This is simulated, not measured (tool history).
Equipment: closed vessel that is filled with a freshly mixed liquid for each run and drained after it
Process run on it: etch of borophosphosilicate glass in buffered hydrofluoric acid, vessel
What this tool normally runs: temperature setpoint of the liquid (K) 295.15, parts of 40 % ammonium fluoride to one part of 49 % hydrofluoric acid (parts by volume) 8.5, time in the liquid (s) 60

run,hour,temperature setpoint of the liquid (K),parts of 40 % ammonium fluoride to one part of 49 % hydrofluoric acid (parts by volume),time in the liquid (s),wafers since the last listed run,hours since the thermometer was replaced,hours since the hydrofluoric acid flow meter was replaced,hours since the gauge calibration,"read-back film thickness of the borophosphosilicate glass reference wafer, read on the same gauge (nm)",thickness taken off the borophosphosilicate glass on a monitor wafer (angstrom)
1,0.0,295.15,8.5,70,0,1502.6,1440.4,186.1,40.01,1312.8
2,11.6,295.15,8.5,60,1175,1514.2,1452.0,197.7,40.00,1132.6
3,21.2,295.15,8.5,60,973,1523.8,1461.6,207.3,39.99,1117.0
4,31.6,295.15,8.5,60,1054,1534.2,1472.0,217.7,39.98,1117.8
5,41.6,293.15,8.5,40,1013,1544.2,1482.0,227.7,40.00,672.8
6,48.4,293.15,8.5,40,689,1551.0,1488.8,234.5,40.00,671.5
# hour 55.8: thermometer replaced
7,57.2,293.15,8.5,40,790,1.4,1497.6,243.3,40.00,673.7
8,72.3,295.15,8.5,45,1530,16.5,1512.7,258.4,40.01,838.3
9,79.8,295.15,8.5,45,760,24.0,1520.2,265.9,39.98,844.8
10,96.6,295.15,8.5,60,1703,40.8,1537.0,282.7,39.99,1118.9
11,113.1,295.15,8.5,85,1672,57.3,1553.5,299.2,39.99,1586.4
12,160.4,295.15,6.5,60,4794,104.6,1600.8,346.5,39.98,1463.2
13,168.5,293.15,9.5,60,821,112.7,1608.9,354.6,39.99,903.1
14,174.5,297.15,5.5,80,608,118.7,1614.9,360.6,40.00,2537.9
15,182.2,295.15,11.0,60,780,126.4,1622.6,368.3,40.03,884.7
16,194.1,290.15,7.0,60,1206,138.3,1634.5,380.2,39.97,1024.4
17,205.4,295.15,8.5,60,1145,149.6,1645.8,391.5,39.98,1116.2
18,221.0,293.15,9.5,60,1581,165.2,1661.4,407.1,40.00,913.6
19,228.8,295.15,7.5,50,790,173.0,1669.2,414.9,39.98,1050.7
20,235.1,295.15,5.5,60,638,179.3,1675.5,421.2,39.98,1681.0
21,248.7,295.15,8.5,60,1378,192.9,1689.1,434.8,39.99,1112.4
22,257.9,291.15,5.5,70,932,202.1,1698.3,444.0,40.03,1583.1
# hour 272.3: hydrofluoric acid flow meter replaced
23,274.1,290.15,8.5,60,1540,218.3,1.8,460.2,39.98,926.0
# hour 275.6: gauge calibrated
24,290.9,295.15,8.5,35,1703,235.1,18.6,15.3,39.99,711.4
25,304.8,295.15,9.5,35,1409,249.0,32.5,29.2,39.98,648.7
26,315.9,295.15,8.5,60,1125,260.1,43.6,40.3,39.97,1223.4
27,328.1,295.15,8.5,60,1236,272.3,55.8,52.5,40.02,1234.8
28,341.5,295.15,10.0,60,1358,285.7,69.2,65.9,40.02,1075.8
29,352.9,299.65,8.5,30,1155,297.1,80.6,77.3,40.00,777.4
30,369.6,295.15,8.5,60,1692,313.8,97.3,94.0,40.00,1208.7
31,383.9,291.15,10.5,35,1449,328.1,111.6,108.3,39.98,479.1

5 options for the next run, each taken on its own from the tool as it stands now. Forecast them:
A,384.6,295.15,8.5,60,70,328.8,112.3,109.0,?,?
B,384.6,295.15,10.5,90,70,328.8,112.3,109.0,?,?
C,384.6,295.15,12.0,45,70,328.8,112.3,109.0,?,?
D,384.6,291.65,11.0,45,70,328.8,112.3,109.0,?,?
E,384.6,292.65,9.5,80,70,328.8,112.3,109.0,?,?

run,"read-back film thickness of the borophosphosilicate glass reference wafer, read on the same gauge (nm)",thickness taken off the borophosphosilicate glass on a monitor wafer (angstrom)
A,39.99,1213.5
B,39.99,1525.6
C,39.99,668.9
D,39.99,600.7
E,39.99,1285.7
Without the tool's unlogged condition, the same runs would have read:
run,thickness taken off the borophosphosilicate glass on a monitor wafer (angstrom)
A,1227.3
B,1541.0
C,675.7
D,606.7
E,1294.1

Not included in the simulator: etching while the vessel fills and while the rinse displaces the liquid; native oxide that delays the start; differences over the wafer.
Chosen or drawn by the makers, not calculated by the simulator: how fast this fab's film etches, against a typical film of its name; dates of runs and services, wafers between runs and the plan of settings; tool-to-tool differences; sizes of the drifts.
